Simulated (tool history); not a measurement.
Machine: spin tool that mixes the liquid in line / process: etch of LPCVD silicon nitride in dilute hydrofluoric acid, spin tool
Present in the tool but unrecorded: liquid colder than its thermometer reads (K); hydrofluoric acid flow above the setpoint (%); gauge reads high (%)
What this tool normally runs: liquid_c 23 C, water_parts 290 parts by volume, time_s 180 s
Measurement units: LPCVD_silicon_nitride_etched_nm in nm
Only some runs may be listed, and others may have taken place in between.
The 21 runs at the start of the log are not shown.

run,hour,liquid_c,water_parts,time_s,wafers since the last listed run,hours since the thermometer was replaced,hours since the hydrofluoric acid flow meter was replaced,hours since the gauge calibration,"read-back film thickness of the LPCVD silicon nitride reference wafer, read on the same gauge (nm)",LPCVD_silicon_nitride_etched_nm
22,2096.6,23,400,180,700,515.8,1616.7,897.1,59.998,0.233
23,2156.6,23,290,180,444,575.8,1676.7,957.1,60.012,0.332
24,2217.9,23,390,220,454,637.1,1738,1018.4,59.986,0.287
25,2319.7,21.5,240,80,754,738.9,1839.8,1120.2,60.031,0.159
# hour 2338.7: hydrofluoric acid flow meter replaced
26,2424.6,19,155,265,769,843.8,85.9,1225.1,59.985,0.71
27,2506.7,24.5,290,85,608,925.9,168,1307.2,60.011,0.157
28,2578.1,27.5,410,180,529,997.3,239.4,1378.6,59.987,0.29
# hour 2646.2: thermometer replaced
29,2657.3,19,155,265,579,11.1,318.6,1457.8,59.985,0.661
30,2739,23,290,180,605,92.8,400.3,1539.5,59.98,0.312
31,3035.4,27,380,95,2196,389.2,696.7,1835.9,59.997,0.169
32,3086.4,23,290,75,377,440.2,747.7,1886.9,59.969,0.147
33,3177.4,23,290,180,674,531.2,838.7,1977.9,59.984,0.321

What if the next run were any one of these 3? Each begins from the tool's condition after run 33:
A,3177.9,23,290,180,3,531.7,839.2,1978.4,?,?
B,3177.9,21,290,80,3,531.7,839.2,1978.4,?,?
C,3177.9,20.5,360,290,3,531.7,839.2,1978.4,?,?

run,"read-back film thickness of the LPCVD silicon nitride reference wafer, read on the same gauge (nm)",LPCVD_silicon_nitride_etched_nm
A,60.016,0.34
B,60.016,0.133
C,60.016,0.38
Without the tool's hidden state the same runs would have given:
run,LPCVD_silicon_nitride_etched_nm
A,0.34
B,0.133
C,0.38
